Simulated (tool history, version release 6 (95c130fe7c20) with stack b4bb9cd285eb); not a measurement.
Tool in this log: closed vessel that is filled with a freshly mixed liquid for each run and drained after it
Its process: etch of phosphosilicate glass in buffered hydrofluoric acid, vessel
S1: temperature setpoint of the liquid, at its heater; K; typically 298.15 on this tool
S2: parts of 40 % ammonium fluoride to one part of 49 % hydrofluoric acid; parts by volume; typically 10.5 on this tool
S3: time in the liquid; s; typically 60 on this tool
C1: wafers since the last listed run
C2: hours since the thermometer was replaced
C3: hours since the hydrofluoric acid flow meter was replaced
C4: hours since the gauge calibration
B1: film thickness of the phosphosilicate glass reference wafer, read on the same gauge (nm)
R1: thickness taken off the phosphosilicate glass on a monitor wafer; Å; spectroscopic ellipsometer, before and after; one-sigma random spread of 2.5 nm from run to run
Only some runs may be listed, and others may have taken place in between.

run	hour	S1	S2	S3	C1	C2	C3	C4	B1	R1
1	0.0	298.15	9.5	60	0	983.8	712.2	652.0	130.00	2734.0
2	11.5	298.15	9.5	60	1112	995.3	723.7	663.5	130.01	2726.0
# hour 38.1: hydrofluoric acid flow meter replaced
3	44.8	298.15	10.5	60	3125	1028.6	6.7	696.8	130.03	2551.2
4	62.0	298.15	10.5	60	1664	1045.8	23.9	714.0	130.00	2595.3
5	73.0	297.15	10.5	60	1064	1056.8	34.9	725.0	130.02	2387.4
6	81.3	298.15	10.5	60	803	1065.1	43.2	733.3	129.99	2545.3
7	93.1	298.15	10.5	60	1141	1076.9	55.0	745.1	130.00	2531.6
8	104.2	298.15	10.5	60	1073	1088.0	66.1	756.2	129.99	2542.2
9	114.1	298.15	10.5	35	957	1097.9	76.0	766.1	130.03	1493.1
10	125.9	298.15	10.5	60	1141	1109.7	87.8	777.9	130.03	2553.5
11	132.8	298.15	10.5	30	667	1116.6	94.7	784.8	129.99	1275.5
12	144.4	294.15	10.5	35	1122	1128.2	106.3	796.4	129.98	1169.4
13	159.8	298.15	8.5	30	1489	1143.6	121.7	811.8	130.03	1523.8
14	175.8	295.65	6.5	80	1547	1159.6	137.7	827.8	130.03	4507.9
15	185.8	295.65	9.0	30	967	1169.6	147.7	837.8	130.02	1235.3
16	202.7	298.15	8.5	60	1635	1186.5	164.6	854.7	129.98	2971.3
# hour 205.6: gauge calibrated
17	210.9	299.65	10.5	60	793	1194.7	172.8	5.3	129.99	2725.1
18	244.5	296.65	7.5	30	3250	1228.3	206.4	38.9	129.98	1558.3
19	258.5	294.65	12.0	50	1354	1242.3	220.4	52.9	130.00	1506.1
20	275.0	298.15	10.5	35	1596	1258.8	236.9	69.4	130.01	1442.5
21	281.5	293.65	12.5	75	628	1265.3	243.4	75.9	130.01	2020.3
22	298.6	298.15	9.0	60	1654	1282.4	260.5	93.0	130.01	2783.5
23	316.5	298.15	10.5	60	1731	1300.3	278.4	110.9	129.99	2465.6
24	324.9	298.15	8.0	60	812	1308.7	286.8	119.3	130.01	3144.8
# hour 327.2: thermometer replaced
25	336.7	296.15	10.5	60	1044	9.5	298.6	131.1	129.99	2517.5
26	349.6	296.65	10.5	60	1248	22.4	311.5	144.0	130.02	2599.2
27	358.8	298.15	10.5	60	890	31.6	320.7	153.2	130.04	2763.2
28	373.5	298.15	13.5	60	1422	46.3	335.4	167.9	130.02	2177.9
29	403.8	293.65	13.5	60	2931	76.6	365.7	198.2	130.01	1737.8
30	425.6	296.15	7.5	45	2109	98.4	387.5	220.0	129.98	2548.4
31	474.9	302.65	12.0	40	4769	147.7	436.8	269.3	130.02	2064.5
32	489.2	298.15	10.5	60	1383	162.0	451.1	283.6	130.03	2808.4

For some of the steps in R1 from one run to the next: how much would appear even if the tool had no hidden state, given the settings, what came in and random variation, and how much remains for the hidden state plus any gauge scatter that the measured result and the result without hidden state don't share?
Hidden state present: liquid colder than its thermometer reads (K); hydrofluoric acid flow above the setpoint (%); gauge reads high (%).
Run 13 -> 14: S1 298.15 -> 295.65, S2 8.5 -> 6.5, S3 30 -> 80. R1 +2984.1 Å: hidden state -398.4, all else +3382.5.
Run 14 -> 15: S2 6.5 -> 9.0, S3 80 -> 30. R1 -3272.6 Å: hidden state +428.5, all else -3701.1.
Run 15 -> 16: S1 295.65 -> 298.15, S2 9.0 -> 8.5, S3 30 -> 60. R1 +1736.0 Å: hidden state -229.3, all else +1965.3.
Run 24 -> 25: S1 298.15 -> 296.15, S2 8.0 -> 10.5, thermometer replaced. R1 -627.3 Å: hidden state +438.8, all else -1066.1.
